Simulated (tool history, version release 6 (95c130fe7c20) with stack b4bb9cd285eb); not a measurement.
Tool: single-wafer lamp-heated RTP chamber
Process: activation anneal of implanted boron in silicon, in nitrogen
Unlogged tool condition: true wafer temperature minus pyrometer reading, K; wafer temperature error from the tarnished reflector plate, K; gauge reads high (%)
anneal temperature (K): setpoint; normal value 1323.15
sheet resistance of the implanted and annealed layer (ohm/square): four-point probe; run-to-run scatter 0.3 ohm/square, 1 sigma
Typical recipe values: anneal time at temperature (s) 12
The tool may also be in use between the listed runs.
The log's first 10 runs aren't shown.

| run | hour | anneal temperature (K) | anneal time at temperature (s) | wafers since the last listed run | wafers since the last pyrometer calibration | wafers since the reflector plate was cleaned | hours since the gauge calibration | read-back reference wafer on the same gauge, sheet resistance | sheet resistance of the implanted and annealed layer (ohm/square) |
|---|---|---|---|---|---|---|---|---|---|
|  | 104.4 | gauge calibrated |
|  | 109.0 | reflector plate cleaned |
| 11 | 109.5 | 1303.15 | 12 | 90 | 4658 | 6 | 5.1 | 235.13 | 200.12 |
| 12 | 120.8 | 1303.15 | 12 | 154 | 4813 | 161 | 16.4 | 235.04 | 200.82 |
| 13 | 138.7 | 1323.15 | 17 | 245 | 5058 | 407 | 34.3 | 234.64 | 197.97 |
|  | 149.9 | pyrometer window cleaned and pyrometer calibrated |
| 14 | 153.5 | 1323.15 | 12 | 93 | 49 | 500 | 49.1 | 234.62 | 199.07 |
| 15 | 162.7 | 1323.15 | 12 | 126 | 175 | 626 | 58.3 | 234.53 | 197.96 |
| 16 | 176.9 | 1323.15 | 12 | 194 | 369 | 821 | 72.5 | 234.40 | 198.20 |
| 17 | 184.3 | 1300.15 | 17 | 101 | 471 | 922 | 79.9 | 234.18 | 199.02 |
| 18 | 194.0 | 1339.15 | 12 | 132 | 604 | 1055 | 89.6 | 234.24 | 197.42 |
| 19 | 202.1 | 1294.15 | 10 | 111 | 715 | 1166 | 97.7 | 234.18 | 200.80 |

What does the tool deliver on the next run?
| 20 | 213.8 | 1323.15 | 6 | 160 | 875 | 1327 | 109.4 | ? | ? |

read-back reference wafer on the same gauge, sheet resistance: 234.04
sheet resistance of the implanted and annealed layer (ohm/square): 199.01
The same run, on a tool lacking any hidden state, would have yielded sheet resistance of the implanted and annealed layer (ohm/square) 199.86.

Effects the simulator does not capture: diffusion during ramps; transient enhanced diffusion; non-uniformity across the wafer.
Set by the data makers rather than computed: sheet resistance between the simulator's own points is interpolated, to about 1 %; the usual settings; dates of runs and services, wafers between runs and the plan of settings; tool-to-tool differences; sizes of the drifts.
